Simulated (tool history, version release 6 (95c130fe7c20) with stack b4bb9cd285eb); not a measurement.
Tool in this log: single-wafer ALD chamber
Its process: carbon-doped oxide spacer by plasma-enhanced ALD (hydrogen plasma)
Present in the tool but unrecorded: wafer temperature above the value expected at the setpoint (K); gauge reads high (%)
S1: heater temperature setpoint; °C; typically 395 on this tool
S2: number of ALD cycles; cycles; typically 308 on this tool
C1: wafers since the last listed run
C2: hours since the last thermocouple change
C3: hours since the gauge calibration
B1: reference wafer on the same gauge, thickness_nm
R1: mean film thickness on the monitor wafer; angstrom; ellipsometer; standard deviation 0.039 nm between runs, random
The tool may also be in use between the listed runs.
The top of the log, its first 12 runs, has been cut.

| run | hour | S1 | S2 | C1 | C2 | C3 | B1 | R1 |
|---|---|---|---|---|---|---|---|---|
| 13 | 354 | 395 | 308 | 19 | 2170.1 | 783.5 | 14.592 | 155.96 |
| 14 | 380.3 | 395 | 352 | 32 | 2196.4 | 809.8 | 14.597 | 177.66 |
| 15 | 401.2 | 395 | 352 | 25 | 2217.3 | 830.7 | 14.602 | 178.18 |
|  | 406.5 | gauge calibrated |
| 16 | 414.4 | 395 | 352 | 16 | 2230.5 | 7.9 | 14.608 | 178.01 |
| 17 | 433.7 | 395 | 266 | 23 | 2249.8 | 27.2 | 14.599 | 134.24 |
| 18 | 456.2 | 391 | 308 | 27 | 2272.3 | 49.7 | 14.607 | 155.5 |
| 19 | 477.9 | 395 | 308 | 26 | 2294 | 71.4 | 14.61 | 154.95 |
|  | 488.8 | thermocouple changed; heater temperature recalibrated |
| 20 | 505.7 | 395 | 308 | 24 | 16.9 | 99.2 | 14.614 | 155.67 |
| 21 | 528.8 | 381 | 308 | 28 | 40 | 122.3 | 14.584 | 155.78 |
| 22 | 559.4 | 395 | 308 | 37 | 70.6 | 152.9 | 14.62 | 155.19 |
| 23 | 572.6 | 391 | 269 | 16 | 83.8 | 166.1 | 14.613 | 135.96 |
| 24 | 596.8 | 391 | 273 | 29 | 108 | 190.3 | 14.591 | 137.91 |
| 25 | 612.7 | 389 | 357 | 19 | 123.9 | 206.2 | 14.613 | 180 |
| 26 | 632.5 | 395 | 341 | 24 | 143.7 | 226 | 14.62 | 172.51 |
| 27 | 658.7 | 383 | 365 | 32 | 169.9 | 252.2 | 14.601 | 183.91 |
| 28 | 742.3 | 395 | 308 | 102 | 253.5 | 335.8 | 14.594 | 155.02 |
| 29 | 771.7 | 390 | 308 | 36 | 282.9 | 365.2 | 14.599 | 155.1 |
| 30 | 840.3 | 402 | 308 | 84 | 351.5 | 433.8 | 14.591 | 153.84 |
| 31 | 863.2 | 401 | 308 | 28 | 374.4 | 456.7 | 14.6 | 155.11 |
| 32 | 899.2 | 382 | 250 | 44 | 410.4 | 492.7 | 14.616 | 126.32 |
| 33 | 926.2 | 409 | 260 | 33 | 437.4 | 519.7 | 14.585 | 127.47 |
| 34 | 959.8 | 395 | 264 | 41 | 471 | 553.3 | 14.609 | 133.36 |

Run 35 is up next; what results do you expect?
| 35 | 995.5 | 410 | 362 | 43 | 506.7 | 589 | ? | ? |

Run 35 measured B1 14.594, R1 176.03 angstrom.
If the tool had no hidden condition, the same run with the same run-to-run variation would have returned R1 176.03 angstrom.

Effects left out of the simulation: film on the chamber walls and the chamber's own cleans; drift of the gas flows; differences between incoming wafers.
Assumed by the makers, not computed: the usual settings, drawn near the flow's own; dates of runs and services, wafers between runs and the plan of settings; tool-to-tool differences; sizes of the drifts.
